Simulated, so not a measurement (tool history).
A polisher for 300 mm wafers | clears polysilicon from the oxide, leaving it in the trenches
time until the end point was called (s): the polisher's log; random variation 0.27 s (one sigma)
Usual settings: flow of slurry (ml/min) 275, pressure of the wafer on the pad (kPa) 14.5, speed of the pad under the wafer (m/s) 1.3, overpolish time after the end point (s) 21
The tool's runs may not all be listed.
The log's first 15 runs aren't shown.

| run | day | flow of slurry (ml/min) | pressure of the wafer on the pad (kPa) | speed of the pad under the wafer (m/s) | overpolish time after the end point (s) | wafers since the last listed run | wafers polished on this pad | hours since the slurry nozzle was cleaned | hours since the head pressure was calibrated | incoming thickness of the incoming film, nm | time until the end point was called (s) |
|---|---|---|---|---|---|---|---|---|---|---|---|
| 16 | 8.367 | 340 | 14.5 | 1.66 | 21 | 85 | 693 | 74.5 | 42.1 | 429.7 | 22 |
| 17 | 8.671 | 300 | 17.9 | 1.62 | 8 | 42 | 736 | 81.8 | 49.4 | 432.8 | 18.4 |
| 18 | 9.212 | 275 | 14.5 | 1.16 | 28 | 76 | 812 | 94.8 | 62.4 | 434.4 | 32.5 |
|  | 9.458 | worn pad replaced by a new one |
| 19 | 9.904 | 275 | 14.5 | 1.72 | 21 | 73 | 62 | 111.4 | 79 | 427.8 | 19.4 |
| 20 | 10.2 | 195 | 14.5 | 1.3 | 33 | 41 | 104 | 118.5 | 86.1 | 439.2 | 27.8 |
| 21 | 10.842 | 300 | 14.5 | 1.54 | 27 | 90 | 194 | 133.9 | 101.5 | 429.3 | 22.2 |
| 22 | 11.296 | 275 | 14.5 | 1.66 | 26 | 64 | 258 | 144.8 | 112.4 | 435.8 | 21.1 |
| 23 | 11.592 | 205 | 12.4 | 1.06 | 32 | 41 | 300 | 151.9 | 119.5 | 427.9 | 38.2 |
| 24 | 12.329 | 275 | 17.2 | 1.3 | 21 | 103 | 404 | 169.6 | 137.2 | 429.8 | 22.4 |
| 25 | 12.925 | 275 | 14.5 | 1.3 | 21 | 83 | 488 | 183.9 | 151.5 | 438.5 | 27.4 |
| 26 | 13.354 | 275 | 14.5 | 1.3 | 21 | 60 | 548 | 194.2 | 161.8 | 434 | 27.8 |
| 27 | 13.804 | 195 | 12.4 | 1.62 | 24 | 63 | 612 | 205 | 172.6 | 434.4 | 27.6 |
| 28 | 14.183 | 275 | 14.5 | 1.08 | 17 | 53 | 665 | 214.1 | 181.7 | 425.4 | 33.1 |
| 29 | 14.654 | 315 | 14.5 | 1.3 | 21 | 66 | 732 | 225.4 | 193 | 428 | 27.6 |
|  | 15.254 | worn pad replaced by a new one |
| 30 | 15.362 | 305 | 14.5 | 1.3 | 21 | 76 | 15 | 242.4 | 210 | 427.8 | 25.2 |
| 31 | 15.871 | 275 | 18.6 | 1.3 | 21 | 71 | 87 | 254.6 | 222.2 | 425 | 20.1 |
| 32 | 16.608 | 275 | 14.5 | 1.3 | 15 | 103 | 191 | 272.3 | 239.9 | 428.3 | 26.4 |
| 33 | 17.104 | 275 | 14.5 | 1.3 | 21 | 69 | 261 | 284.2 | 251.8 | 439.9 | 27.3 |
| 34 | 17.725 | 250 | 11.7 | 1.44 | 17 | 87 | 348 | 299.1 | 266.7 | 437.3 | 31.9 |

Forecast each of these 5 alternatives for the next run:
| A | 17.742 | 275 | 14.5 | 1.3 | 21 | 2 | 350 | 299.5 | 267.1 | 433.1 | ? |
| B | 17.742 | 275 | 14.5 | 0.92 | 21 | 2 | 350 | 299.5 | 267.1 | 433.1 | ? |
| C | 17.742 | 240 | 18.6 | 1.3 | 28 | 2 | 350 | 299.5 | 267.1 | 433.1 | ? |
| D | 17.742 | 275 | 14.5 | 1.3 | 11 | 2 | 350 | 299.5 | 267.1 | 433.1 | ? |
| E | 17.742 | 345 | 15.9 | 1.58 | 21 | 2 | 350 | 299.5 | 267.1 | 433.1 | ? |

| run | time until the end point was called (s) |
|---|---|
| A | 27.3 |
| B | 37.6 |
| C | 21.6 |
| D | 27.3 |
| E | 20.2 |
Without the tool's hidden state the same runs would have given:
| run | time until the end point was called (s) |
|---|---|
| A | 25.4 |
| B | 35 |
| C | 20.1 |
| D | 25.4 |
| E | 18.9 |
